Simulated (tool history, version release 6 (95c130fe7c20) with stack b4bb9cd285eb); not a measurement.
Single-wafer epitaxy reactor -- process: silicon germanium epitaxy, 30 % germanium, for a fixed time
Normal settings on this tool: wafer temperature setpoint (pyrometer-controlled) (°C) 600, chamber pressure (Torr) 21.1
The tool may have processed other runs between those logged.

run	hour	wafer temperature setpoint (pyrometer-controlled) (°C)	chamber pressure (Torr)	read-back reference wafer on the same gauge, thickness_nm	mean film thickness on the monitor wafer (angstrom)
1	0	600	19.9	54.398	583.12
2	9.6	600	21.1	54.439	609.31
3	20.3	600	21.1	54.406	617.35
4	32.5	600	21.1	54.419	612.17
5	44.2	600	21.1	54.51	609.17
6	52.5	600	24.2	54.444	663.02
7	62.6	600	24.2	54.477	662.22
# hour 73.2: pyrometer calibrated
# hour 80: showerhead replaced
8	80.5	600	24.2	54.534	710.18
9	85.9	600	24.8	54.571	715.87
10	101.9	600	24.8	54.45	717.31
11	115.3	600	21.1	54.56	658.29
12	134.7	589	17.7	54.372	471.56
13	146.2	608	16.7	54.472	672.78
14	159.5	589	21.1	54.477	524.13
15	172.3	600	21.1	54.474	661.7
16	184.4	605	24.2	54.509	793.47
# hour 197.4: capacitance manometer re-zeroed and calibrated
17	197.9	600	21.1	54.486	662.51
18	198.2	605	25.7	54.526	821.1
# hour 211.1: gauge calibrated
# hour 218: pyrometer calibrated, repeated, since the last time left the tool worse
19	218.5	591	17.4	54.533	407.34
20	228	600	21.1	54.471	556.42
21	238.5	600	24.2	54.549	607.41
22	248.2	600	21.1	54.593	559.11
23	261.7	590	22.5	54.518	470.02
24	278.7	589	19.8	54.45	426.07
25	322.9	592	25.2	54.493	525.7
26	338.1	600	21.1	54.456	558.77
27	354	612	19.2	54.478	672.63
28	362.2	611	21.1	54.483	699.72
29	378.4	588	16.7	54.427	376.37
30	395.2	600	21.1	54.473	564.3
31	403.5	587	22.4	54.469	438.22
32	417.1	610	16.7	54.456	599.09
33	426.8	588	17.4	54.601	387.99
34	435.9	608	16.9	54.573	582.21

Predict the results of run 35:
35	449.7	600	24.1	?	?

Run 35 yielded read-back reference wafer on the same gauge, thickness_nm 54.621, mean film thickness on the monitor wafer (angstrom) 611.25.
Take away the tool's hidden state, keep the run-to-run variation as it was, and the same run would have given mean film thickness on the monitor wafer (angstrom) 610.99.

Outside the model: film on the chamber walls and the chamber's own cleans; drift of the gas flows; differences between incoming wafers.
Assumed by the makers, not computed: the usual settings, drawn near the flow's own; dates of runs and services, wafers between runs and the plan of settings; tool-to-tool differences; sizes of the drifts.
